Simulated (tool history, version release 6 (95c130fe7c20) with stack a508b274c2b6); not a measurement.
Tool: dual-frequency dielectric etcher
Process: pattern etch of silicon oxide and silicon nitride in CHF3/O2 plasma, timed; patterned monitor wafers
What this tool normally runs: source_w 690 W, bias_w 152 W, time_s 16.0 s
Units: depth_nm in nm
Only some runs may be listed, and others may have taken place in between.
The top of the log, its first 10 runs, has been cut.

run	day	source_w	bias_w	time_s	wafers since the last listed run	hours since the last wet clean	hours since the last source power generator calibration	hours since the last bias power generator calibration	hours since the last upper electrode change	hours since the gauge calibration	read-back reference wafer on the same gauge, depth_nm	depth_nm
11	21.133	690	183	20.5	530	48.4	1601.4	4321.8	5136.6	273.9	27.60	34.06
12	23.579	550	135	16.0	650	107.1	1660.1	4380.5	5195.3	332.6	27.59	22.95
13	24.617	640	165	17.5	276	132.0	1685.0	4405.4	5220.2	357.5	27.60	27.58
# day 24.842: source power generator calibrated
# day 25.158: bias power generator calibrated
14	26.362	790	152	16.0	375	173.9	36.5	28.9	5262.1	399.4	27.59	25.57
15	28.554	630	152	16.0	583	226.5	89.1	81.5	5314.7	452.0	27.61	24.36
16	31.329	690	152	16.0	738	293.1	155.7	148.1	5381.3	518.6	27.60	24.93
17	32.383	690	124	16.0	280	318.4	181.0	173.4	5406.6	543.9	27.59	23.28
18	34.250	690	152	16.0	496	363.2	225.8	218.2	5451.4	588.7	27.61	24.78
# day 35.425: upper electrode replaced
19	38.883	690	152	13.0	966	474.4	337.0	329.4	83.0	699.9	27.60	20.26
20	40.879	800	163	18.0	530	522.3	384.9	377.3	130.9	747.8	27.61	29.70
21	42.975	520	141	18.5	557	572.6	435.2	427.6	181.2	798.1	27.60	26.51
# day 45.358: wet clean of the chamber
22	45.379	690	152	16.0	373	0.5	492.9	485.3	238.9	855.8	27.60	24.81
23	47.025	690	187	16.0	437	40.0	532.4	524.8	278.4	895.3	27.60	26.75
24	49.296	690	167	12.5	604	94.5	586.9	579.3	332.9	949.8	27.60	20.08
25	52.025	690	152	20.0	726	160.0	652.4	644.8	398.4	1015.3	27.59	31.08
26	60.388	600	152	19.0	2224	360.7	853.1	845.5	599.1	1216.0	27.59	28.79
27	62.704	530	173	19.5	616	416.3	908.7	901.1	654.7	1271.6	27.58	30.04
28	63.854	690	175	16.0	305	443.9	936.3	928.7	682.3	1299.2	27.60	25.99
29	65.033	530	136	13.0	313	472.2	964.6	957.0	710.6	1327.5	27.61	18.44
30	67.521	550	152	16.0	661	531.9	1024.3	1016.7	770.3	1387.2	27.61	23.79

Branching from run 30: 4 alternative next runs. What would each branch give?
A	67.538	690	152	16.0	4	532.3	1024.7	1017.1	770.7	1387.6	?	?
B	67.538	590	152	16.0	4	532.3	1024.7	1017.1	770.7	1387.6	?	?
C	67.538	740	181	18.0	4	532.3	1024.7	1017.1	770.7	1387.6	?	?
D	67.538	630	152	12.0	4	532.3	1024.7	1017.1	770.7	1387.6	?	?

run	read-back reference wafer on the same gauge, depth_nm	depth_nm
A	27.61	24.80
B	27.61	24.03
C	27.61	30.03
D	27.61	18.25
Had the tool no hidden state, the same runs would have come out as:
run	depth_nm
A	24.80
B	24.03
C	30.03
D	18.25
